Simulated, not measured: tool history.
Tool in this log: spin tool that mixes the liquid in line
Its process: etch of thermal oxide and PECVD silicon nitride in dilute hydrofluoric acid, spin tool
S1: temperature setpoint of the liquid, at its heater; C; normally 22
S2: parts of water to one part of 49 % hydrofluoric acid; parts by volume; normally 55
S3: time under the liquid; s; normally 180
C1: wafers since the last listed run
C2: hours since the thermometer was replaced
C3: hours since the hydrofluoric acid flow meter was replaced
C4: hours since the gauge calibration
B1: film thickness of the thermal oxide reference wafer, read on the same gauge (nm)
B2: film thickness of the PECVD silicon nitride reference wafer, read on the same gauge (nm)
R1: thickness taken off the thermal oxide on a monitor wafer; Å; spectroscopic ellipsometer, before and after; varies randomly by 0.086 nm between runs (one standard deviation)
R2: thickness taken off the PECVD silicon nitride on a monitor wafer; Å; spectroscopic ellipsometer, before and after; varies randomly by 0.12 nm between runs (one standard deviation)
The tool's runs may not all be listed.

Run 1, hour 0: usual settings but S2 35 parts by volume, S3 95 s; C1 0; C2 25.4; C3 149.6; C4 2.1; B1 150.01; B2 40.04. Result: R1 120.6 Å, R2 110.4 Å.
Run 2, hour 28.9: usual settings; C1 175; C2 54.3; C3 178.5; C4 31; B1 150; B2 40.01. Result: R1 143.8 Å, R2 135.2 Å.
Run 3, hour 56.3: usual settings; C1 166; C2 81.7; C3 205.9; C4 58.4; B1 150.01; B2 40. Result: R1 141.7 Å, R2 134 Å.
Run 4, hour 78.4: usual settings but S2 40 parts by volume, S3 270 s; C1 134; C2 103.8; C3 228; C4 80.5; B1 149.98; B2 40.04. Result: R1 299.4 Å, R2 274.8 Å.
Run 5, hour 103.1: usual settings; C1 150; C2 128.5; C3 252.7; C4 105.2; B1 150; B2 40.02. Result: R1 143.9 Å, R2 133.8 Å.
Run 6, hour 122.1: usual settings but S1 24.5 C, S3 260 s; C1 115; C2 147.5; C3 271.7; C4 124.2; B1 149.98; B2 40.01. Result: R1 226.2 Å, R2 228.9 Å.
Run 7, hour 141.6: usual settings but S1 17.5 C, S2 65 parts by volume; C1 118; C2 167; C3 291.2; C4 143.7; B1 150.01; B2 40. Result: R1 97.9 Å, R2 83.2 Å.
Run 8, hour 155.1: usual settings but S1 24.5 C, S2 80 parts by volume; C1 81; C2 180.5; C3 304.7; C4 157.2; B1 150.01; B2 40.03. Result: R1 106 Å, R2 109.9 Å.
Run 9, hour 177.7: usual settings but S1 19 C, S2 30 parts by volume, S3 270 s; C1 137; C2 203.1; C3 327.3; C4 179.8; B1 149.99; B2 40.01. Result: R1 351.7 Å, R2 292.1 Å.
Run 10, hour 189.7: usual settings but S3 130 s; C1 72; C2 215.1; C3 339.3; C4 191.8; B1 149.99; B2 40.05. Result: R1 103.6 Å, R2 97.4 Å.
Run 11, hour 239.1: usual settings but S1 23.5 C, S2 65 parts by volume; C1 300; C2 264.5; C3 388.7; C4 241.2; B1 149.98; B2 40.02. Result: R1 125.4 Å, R2 126.7 Å.
Run 12, hour 259.5: usual settings but S1 17.5 C, S2 45 parts by volume, S3 285 s; C1 123; C2 284.9; C3 409.1; C4 261.6; B1 150; B2 40. Result: R1 230.1 Å, R2 186 Å.

What does the tool deliver on the next run?
Run 13, hour 280.5: usual settings but S1 19.5 C; C1 127; C2 305.9; C3 430.1; C4 282.6; B1 ?; B2 ?. Result: R1 ?, R2 ?.

{"run 13": {"B1": 150.02, "B2": 40.01, "R1": 126.3, "R2": 112.5}}
On a tool with no hidden condition, and with the same random variation, this run would have come out at R1 128.3 Å, R2 115.4 Å.
